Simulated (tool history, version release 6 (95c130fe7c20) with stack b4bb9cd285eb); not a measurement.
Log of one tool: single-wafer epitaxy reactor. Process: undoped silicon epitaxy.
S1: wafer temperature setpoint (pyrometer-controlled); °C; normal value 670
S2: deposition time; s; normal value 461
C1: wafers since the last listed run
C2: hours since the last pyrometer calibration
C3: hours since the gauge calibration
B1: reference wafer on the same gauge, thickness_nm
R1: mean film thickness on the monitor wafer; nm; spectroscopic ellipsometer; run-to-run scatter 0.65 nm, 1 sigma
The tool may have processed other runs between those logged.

run,day,S1,S2,C1,C2,C3,B1,R1
1,0.000,670,461,0,851.1,869.8,147.105,132.101
2,2.650,670,401,335,914.7,933.4,147.105,114.355
3,4.767,670,401,268,965.5,984.2,147.077,115.748
4,6.029,670,461,159,995.8,1014.5,147.015,133.798
5,7.854,670,461,231,1039.6,1058.3,147.050,132.829
6,9.350,670,461,189,1075.5,1094.2,147.051,133.864
7,12.179,670,461,358,1143.4,1162.1,147.006,134.320
8,13.238,670,461,134,1168.8,1187.5,146.788,133.371
9,15.504,670,461,287,1223.2,1241.9,147.283,133.932
10,18.354,670,461,361,1291.6,1310.3,147.007,132.988
11,20.604,670,461,285,1345.6,1364.3,147.031,134.197
12,22.950,670,461,297,1401.9,1420.6,146.928,132.471
# day 24.300: pyrometer calibrated
13,25.383,670,461,266,26.0,1479.0,146.902,126.626
14,26.517,670,461,143,53.2,1506.2,147.025,126.624
15,27.717,670,417,152,82.0,1535.0,146.972,114.566
16,29.850,670,417,270,133.2,1586.2,146.980,115.515
17,31.279,670,461,181,167.5,1620.5,146.948,128.429
18,33.142,670,461,235,212.2,1665.2,146.890,127.943
# day 34.988: gauge calibrated
19,35.321,680,381,276,264.5,8.0,146.958,135.153
20,37.158,675,376,232,308.6,52.1,146.968,119.117
21,38.946,670,461,226,351.5,95.0,146.924,131.078
22,40.708,665,516,223,393.8,137.3,147.231,131.235
23,43.425,662,430,344,459.0,202.5,147.120,102.173
24,44.583,670,461,146,486.8,230.3,146.889,129.696
25,45.821,670,461,156,516.5,260.0,147.087,130.515
26,48.292,680,419,312,575.8,319.3,147.065,151.777
27,50.779,670,530,315,635.5,379.0,147.022,151.348
28,52.954,662,388,275,687.7,431.2,147.015,91.127
29,55.171,676,414,280,740.9,484.4,146.830,137.830
30,56.442,658,370,160,771.4,514.9,146.954,79.435
31,58.121,684,404,212,811.7,555.2,146.847,160.162
32,60.312,670,461,277,864.3,607.8,146.815,131.959
33,62.758,670,461,309,923.0,666.5,146.979,133.447
34,65.204,670,461,309,981.7,725.2,146.977,133.448
35,67.054,682,413,234,1026.1,769.6,147.352,158.019

Take each entry between the runs: how does the hidden state at the last listed run before it differ from the hidden state at the first listed run after it?
Logged between run 12 and run 13: pyrometer calibrated (day 24.300)
  wafer temperature above the value expected at the setpoint (K): 2.62 -> 0.237
  measured less the result without the state, R1: +7.980 -> +0.710 nm
Logged between run 18 and run 19: gauge calibrated (day 34.988)
  wafer temperature above the value expected at the setpoint (K): 1.16 -> 1.35
  measured less the result without the state, R1: +3.471 -> +4.175 nm
